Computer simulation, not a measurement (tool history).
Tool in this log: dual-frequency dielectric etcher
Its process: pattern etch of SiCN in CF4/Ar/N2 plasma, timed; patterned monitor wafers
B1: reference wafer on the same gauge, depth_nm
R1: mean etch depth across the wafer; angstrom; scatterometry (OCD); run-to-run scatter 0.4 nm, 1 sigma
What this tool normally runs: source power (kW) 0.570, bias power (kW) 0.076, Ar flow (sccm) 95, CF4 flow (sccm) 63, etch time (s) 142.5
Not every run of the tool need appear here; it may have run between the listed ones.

Run 1, hour 0.0: usual settings; B1 187.0. Result: R1 1645 angstrom.
Run 2, hour 17.2: usual settings; B1 186.9. Result: R1 1641 angstrom.
Run 3, hour 42.7: usual settings; B1 187.1. Result: R1 1640 angstrom.
Run 4, hour 73.0: usual settings; B1 187.1. Result: R1 1640 angstrom.
Run 5, hour 86.1: usual settings; B1 187.0. Result: R1 1639 angstrom.
At hour 93.8: bias power generator calibrated.
At hour 137.4: Ar flow controller replaced.
At hour 139.9: upper electrode replaced.
Run 6, hour 140.4: usual settings; B1 186.9. Result: R1 1641 angstrom.
Run 7, hour 143.3: usual settings but bias power (kW) 0.085, etch time (s) 184.5; B1 187.0. Result: R1 2224 angstrom.
Run 8, hour 168.9: usual settings but source power (kW) 0.440, Ar flow (sccm) 111, etch time (s) 177.0; B1 187.0. Result: R1 1663 angstrom.
Run 9, hour 190.9: usual settings but source power (kW) 0.500, bias power (kW) 0.062, etch time (s) 116.5; B1 187.0. Result: R1 1131 angstrom.
Run 10, hour 221.6: usual settings but source power (kW) 0.630, CF4 flow (sccm) 57; B1 187.0. Result: R1 1736 angstrom.
Run 11, hour 244.4: usual settings but source power (kW) 0.690, bias power (kW) 0.064, CF4 flow (sccm) 72, etch time (s) 179.5; B1 187.1. Result: R1 2299 angstrom.
Run 12, hour 264.5: usual settings but bias power (kW) 0.086, CF4 flow (sccm) 56; B1 187.0. Result: R1 1690 angstrom.
At hour 287.2: gauge calibrated.
Run 13, hour 297.8: usual settings but source power (kW) 0.440, Ar flow (sccm) 111, etch time (s) 177.0; B1 187.0. Result: R1 1661 angstrom.
Run 14, hour 330.8: usual settings; B1 186.8. Result: R1 1646 angstrom.
Run 15, hour 350.5: usual settings but source power (kW) 0.660, bias power (kW) 0.066, Ar flow (sccm) 110, CF4 flow (sccm) 51; B1 187.0. Result: R1 1635 angstrom.
Run 16, hour 364.7: usual settings but Ar flow (sccm) 82, CF4 flow (sccm) 51; B1 187.1. Result: R1 1612 angstrom.
At hour 392.7: wet clean of the chamber.
Run 17, hour 393.2: usual settings but CF4 flow (sccm) 72; B1 186.9. Result: R1 1661 angstrom.
Run 18, hour 415.9: usual settings but bias power (kW) 0.093, Ar flow (sccm) 85, CF4 flow (sccm) 59; B1 187.0. Result: R1 1758 angstrom.
Run 19, hour 441.5: usual settings but etch time (s) 103.0; B1 187.1. Result: R1 1174 angstrom.
Run 20, hour 465.8: usual settings but source power (kW) 0.440, Ar flow (sccm) 111, etch time (s) 177.0; B1 187.0. Result: R1 1648 angstrom.

5 ways to go on from here, each from the tool as it stands after run 20. What would each give?
Run A, hour 466.3: usual settings but etch time (s) 116.0; B1 ?. Result: R1 ?.
Run B, hour 466.3: usual settings but bias power (kW) 0.090; B1 ?. Result: R1 ?.
Run C, hour 466.3: usual settings but source power (kW) 0.500, CF4 flow (sccm) 73; B1 ?. Result: R1 ?.
Run D, hour 466.3: usual settings but source power (kW) 0.650, CF4 flow (sccm) 78; B1 ?. Result: R1 ?.
Run E, hour 466.3: usual settings but Ar flow (sccm) 83, CF4 flow (sccm) 56; B1 ?. Result: R1 ?.

run     B1    R1
  A  187.1  1325
  B  187.1  1739
  C  187.1  1517
  D  187.1  1858
  E  187.1  1620
Had the tool no hidden state, the same runs would have come out as:
run    R1
  A  1326
  B  1741
  C  1519
  D  1860
  E  1622
